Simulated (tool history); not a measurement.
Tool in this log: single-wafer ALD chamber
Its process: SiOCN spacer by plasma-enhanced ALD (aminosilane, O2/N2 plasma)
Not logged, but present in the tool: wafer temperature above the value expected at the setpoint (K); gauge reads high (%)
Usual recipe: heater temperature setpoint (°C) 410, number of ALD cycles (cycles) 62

run,hour,heater temperature setpoint (°C),number of ALD cycles (cycles),wafers since the last listed run,hours since the last thermocouple change,hours since the gauge calibration,"read-back reference wafer on the same gauge, thickness_nm",mean film thickness on the monitor wafer (angstrom)
1,0,403,62,0,2502.8,326,3.042,36.6
2,33.3,403,62,206,2536.1,359.3,3.04,36.54
3,45.6,403,62,76,2548.4,371.6,3.044,36.71
4,58.1,410,62,77,2560.9,384.1,3.041,35.97
5,75,410,62,104,2577.8,401,3.039,35.94
6,109,410,62,210,2611.8,435,3.038,35.93
7,192.6,410,62,518,2695.4,518.6,3.041,36.03
8,225.3,410,62,202,2728.1,551.3,3.041,35.97
9,259.5,410,62,212,2762.3,585.5,3.039,35.91
10,280.7,410,62,131,2783.5,606.7,3.041,35.95
11,309.9,410,62,181,2812.7,635.9,3.04,35.99
12,323.3,410,62,83,2826.1,649.3,3.042,35.94
13,358.6,400,57,218,2861.4,684.6,3.04,33.9
# hour 383.2: gauge calibrated
14,388.1,402,62,182,2890.9,4.9,3.039,36.72
15,403.1,410,58,93,2905.9,19.9,3.039,33.58
16,432.8,421,62,184,2935.6,49.6,3.04,34.74
17,454.5,403,69,134,2957.3,71.3,3.043,40.91
18,481.7,410,62,168,2984.5,98.5,3.038,35.79

Run 19 is up next; what results do you expect?
19,499.8,414,73,112,3002.6,116.6,?,?

Run 19 yielded read-back reference wafer on the same gauge, thickness_nm 3.04, mean film thickness on the monitor wafer (angstrom) 42.03.
Were there no unlogged condition in the tool, this run, its random variation unchanged, would have produced mean film thickness on the monitor wafer (angstrom) 42.03.

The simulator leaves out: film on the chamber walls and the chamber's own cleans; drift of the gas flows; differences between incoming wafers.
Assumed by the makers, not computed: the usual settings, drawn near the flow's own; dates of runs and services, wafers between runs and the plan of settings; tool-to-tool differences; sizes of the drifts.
